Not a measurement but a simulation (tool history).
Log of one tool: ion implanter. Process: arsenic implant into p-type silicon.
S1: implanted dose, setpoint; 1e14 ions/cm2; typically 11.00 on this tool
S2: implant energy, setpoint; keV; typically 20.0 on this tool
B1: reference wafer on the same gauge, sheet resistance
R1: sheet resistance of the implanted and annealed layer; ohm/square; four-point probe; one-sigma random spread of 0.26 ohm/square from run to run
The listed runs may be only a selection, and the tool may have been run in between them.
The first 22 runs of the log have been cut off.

Run 23, day 11.850: usual settings; B1 166.04. Result: R1 143.34 ohm/square.
At day 12.271: extraction supply calibrated.
Run 24, day 12.292: usual settings but S1 8.09 1e14 ions/cm2, S2 17.5 keV; B1 166.02. Result: R1 175.42 ohm/square.
Run 25, day 12.546: usual settings; B1 166.00. Result: R1 143.36 ohm/square.
Run 26, day 12.871: usual settings; B1 166.00. Result: R1 144.02 ohm/square.
Run 27, day 13.596: usual settings but S1 12.91 1e14 ions/cm2, S2 15.0 keV; B1 166.05. Result: R1 144.77 ohm/square.
At day 14.167: Faraday cup replaced and dose calibrated.
Run 28, day 14.188: usual settings; B1 166.05. Result: R1 138.94 ohm/square.
Run 29, day 15.062: usual settings; B1 166.03. Result: R1 139.64 ohm/square.
Run 30, day 15.700: usual settings but S1 8.60 1e14 ions/cm2; B1 165.99. Result: R1 158.67 ohm/square.
Run 31, day 16.188: usual settings but S1 8.79 1e14 ions/cm2, S2 14.5 keV; B1 165.99. Result: R1 168.05 ohm/square.
Run 32, day 16.542: usual settings but S1 14.10 1e14 ions/cm2, S2 25.5 keV; B1 166.04. Result: R1 116.87 ohm/square.
Run 33, day 17.092: usual settings but S1 9.00 1e14 ions/cm2, S2 14.5 keV; B1 165.98. Result: R1 165.48 ohm/square.
Run 34, day 17.371: usual settings but S1 13.11 1e14 ions/cm2, S2 23.0 keV; B1 165.98. Result: R1 124.09 ohm/square.
Run 35, day 17.967: usual settings but S1 8.32 1e14 ions/cm2; B1 166.00. Result: R1 161.77 ohm/square.
Run 36, day 18.238: usual settings; B1 165.92. Result: R1 139.55 ohm/square.
Run 37, day 18.692: usual settings but S1 14.12 1e14 ions/cm2; B1 166.04. Result: R1 126.49 ohm/square.
Run 38, day 19.417: usual settings but S1 13.69 1e14 ions/cm2; B1 165.93. Result: R1 127.86 ohm/square.

3 options for the next run, each taken on its own from the tool as it stands now. Forecast them:
Run A, day 19.433: usual settings but S1 13.77 1e14 ions/cm2; B1 ?. Result: R1 ?.
Run B, day 19.433: usual settings but S1 11.88 1e14 ions/cm2, S2 15.5 keV; B1 ?. Result: R1 ?.
Run C, day 19.433: usual settings but S1 8.68 1e14 ions/cm2, S2 14.5 keV; B1 ?. Result: R1 ?.

run      B1      R1
  A  165.99  128.00
  B  165.99  145.07
  C  165.99  169.22
With no hidden state in the tool, these same runs would have given:
run      R1
  A  128.11
  B  145.21
  C  169.45
